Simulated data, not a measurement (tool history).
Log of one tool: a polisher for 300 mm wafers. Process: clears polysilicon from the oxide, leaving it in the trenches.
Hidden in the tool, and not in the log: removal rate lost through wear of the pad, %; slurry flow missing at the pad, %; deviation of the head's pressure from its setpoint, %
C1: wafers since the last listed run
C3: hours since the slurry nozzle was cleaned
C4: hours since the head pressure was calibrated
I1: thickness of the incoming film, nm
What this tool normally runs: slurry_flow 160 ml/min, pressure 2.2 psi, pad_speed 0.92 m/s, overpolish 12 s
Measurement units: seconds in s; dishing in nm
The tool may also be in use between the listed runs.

run 1 hour=0 | slurry_flow=160 pressure=2.2 pad_speed=0.92 overpolish=12 | C1=0 wafers_polished_on_this_pad=1194 C3=450.7 C4=388.4 | I1=689.5 | seconds=59.8 dishing=69.3
-- hour=71.7 head pressure recalibrated
run 2 hour=103.9 | slurry_flow=160 pressure=2.2 pad_speed=0.92 overpolish=12 | C1=685 wafers_polished_on_this_pad=1880 C3=554.6 C4=32.2 | I1=688.2 | seconds=60.4 dishing=67.5
-- hour=156.3 slurry nozzle cleaned
run 3 hour=166.9 | slurry_flow=160 pressure=2.2 pad_speed=0.92 overpolish=12 | C1=416 wafers_polished_on_this_pad=2297 C3=10.6 C4=95.2 | I1=686.8 | seconds=61.5 dishing=68
-- hour=212.4 worn pad replaced by a new one
run 4 hour=216.2 | slurry_flow=160 pressure=2.2 pad_speed=0.92 overpolish=12 | C1=304 wafers_polished_on_this_pad=25 C3=59.9 C4=144.5 | I1=702.4 | seconds=61 dishing=67.8
run 5 hour=507.8 | slurry_flow=195 pressure=2.2 pad_speed=0.92 overpolish=12 | C1=1961 wafers_polished_on_this_pad=1986 C3=351.5 C4=436.1 | I1=697.3 | seconds=58.2 dishing=67.2
-- hour=538.8 worn pad replaced by a new one
-- hour=568 head pressure recalibrated
run 6 hour=597.6 | slurry_flow=195 pressure=2.2 pad_speed=0.92 overpolish=12 | C1=563 wafers_polished_on_this_pad=381 C3=441.3 C4=29.6 | I1=685.9 | seconds=56 dishing=67.6
run 7 hour=665.2 | slurry_flow=195 pressure=2.2 pad_speed=0.92 overpolish=12 | C1=454 wafers_polished_on_this_pad=836 C3=508.9 C4=97.2 | I1=681.8 | seconds=58.1 dishing=70.4
run 8 hour=729.6 | slurry_flow=160 pressure=2.2 pad_speed=0.92 overpolish=8 | C1=433 wafers_polished_on_this_pad=1269 C3=573.3 C4=161.6 | I1=693.6 | seconds=60.4 dishing=57.2
run 9 hour=788.1 | slurry_flow=160 pressure=2.2 pad_speed=1.06 overpolish=12 | C1=393 wafers_polished_on_this_pad=1662 C3=631.8 C4=220.1 | I1=686 | seconds=51.8 dishing=72.4
run 10 hour=846.4 | slurry_flow=160 pressure=2.2 pad_speed=0.92 overpolish=7 | C1=392 wafers_polished_on_this_pad=2054 C3=690.1 C4=278.4 | I1=702 | seconds=62.8 dishing=52.7
-- hour=884.9 worn pad replaced by a new one
-- hour=914.8 slurry nozzle cleaned
run 11 hour=919.6 | slurry_flow=140 pressure=1.4 pad_speed=1.22 overpolish=17 | C1=458 wafers_polished_on_this_pad=226 C3=4.8 C4=351.6 | I1=682.7 | seconds=66.3 dishing=73.8
run 12 hour=977.4 | slurry_flow=160 pressure=2.8 pad_speed=1.18 overpolish=16 | C1=388 wafers_polished_on_this_pad=615 C3=62.6 C4=409.4 | I1=690.5 | seconds=38.4 dishing=80.9
run 13 hour=1041.7 | slurry_flow=140 pressure=1.4 pad_speed=1.22 overpolish=17 | C1=432 wafers_polished_on_this_pad=1047 C3=126.9 C4=473.7 | I1=681.5 | seconds=67 dishing=73.7
-- hour=1075.2 head pressure recalibrated
run 14 hour=1145.9 | slurry_flow=110 pressure=2.2 pad_speed=0.92 overpolish=12 | C1=687 wafers_polished_on_this_pad=1735 C3=231.1 C4=70.7 | I1=682 | seconds=63.8 dishing=66.2
-- hour=1201.4 worn pad replaced by a new one
run 15 hour=1335.4 | slurry_flow=160 pressure=2.2 pad_speed=0.92 overpolish=12 | C1=1247 wafers_polished_on_this_pad=901 C3=420.6 C4=260.2 | I1=702.2 | seconds=61.5 dishing=68.9
run 16 hour=1507.4 | slurry_flow=160 pressure=2.2 pad_speed=0.92 overpolish=12 | C1=1156 wafers_polished_on_this_pad=2058 C3=592.6 C4=432.2 | I1=695.6 | seconds=60.3 dishing=67
-- hour=1512 head pressure recalibrated
-- hour=1531.2 worn pad replaced by a new one
run 17 hour=1594.5 | slurry_flow=110 pressure=2 pad_speed=0.76 overpolish=7 | C1=545 wafers_polished_on_this_pad=425 C3=679.7 C4=82.5 | I1=686.8 | seconds=84.8 dishing=43.3
run 18 hour=1664.9 | slurry_flow=160 pressure=2.2 pad_speed=0.92 overpolish=12 | C1=473 wafers_polished_on_this_pad=899 C3=750.1 C4=152.9 | I1=686.7 | seconds=60.1 dishing=68.7
-- hour=1672.1 slurry nozzle cleaned
run 19 hour=1718.3 | slurry_flow=160 pressure=2.2 pad_speed=1.04 overpolish=12 | C1=352 wafers_polished_on_this_pad=1251 C3=46.2 C4=206.3 | I1=686.5 | seconds=52 dishing=72.6
run 20 hour=1759.5 | slurry_flow=135 pressure=2.8 pad_speed=1.14 overpolish=12 | C1=277 wafers_polished_on_this_pad=1528 C3=87.4 C4=247.5 | I1=688.7 | seconds=40.6 dishing=78
run 21 hour=1812.5 | slurry_flow=110 pressure=2.2 pad_speed=0.92 overpolish=10 | C1=356 wafers_polished_on_this_pad=1885 C3=140.4 C4=300.5 | I1=693.8 | seconds=65.1 dishing=62

Forecast each of these 3 alternatives for the next run:
run A hour=1813 | slurry_flow=160 pressure=2.2 pad_speed=0.92 overpolish=12 | C1=3 wafers_polished_on_this_pad=1888 C3=140.9 C4=301 | I1=678.4 | seconds=? dishing=?
run B hour=1813 | slurry_flow=160 pressure=2.2 pad_speed=0.92 overpolish=15 | C1=3 wafers_polished_on_this_pad=1888 C3=140.9 C4=301 | I1=678.4 | seconds=? dishing=?
run C hour=1813 | slurry_flow=160 pressure=2.2 pad_speed=1.1 overpolish=12 | C1=3 wafers_polished_on_this_pad=1888 C3=140.9 C4=301 | I1=678.4 | seconds=? dishing=?

run=A seconds=59.6 dishing=69.2
run=B seconds=59.6 dishing=74.3
run=C seconds=49.9 dishing=73.3
The same runs, with their run-to-run variation unchanged, on a tool lacking any hidden condition would have given:
run=A seconds=59.6 dishing=69.2
run=B seconds=59.6 dishing=74.3
run=C seconds=49.9 dishing=73.3
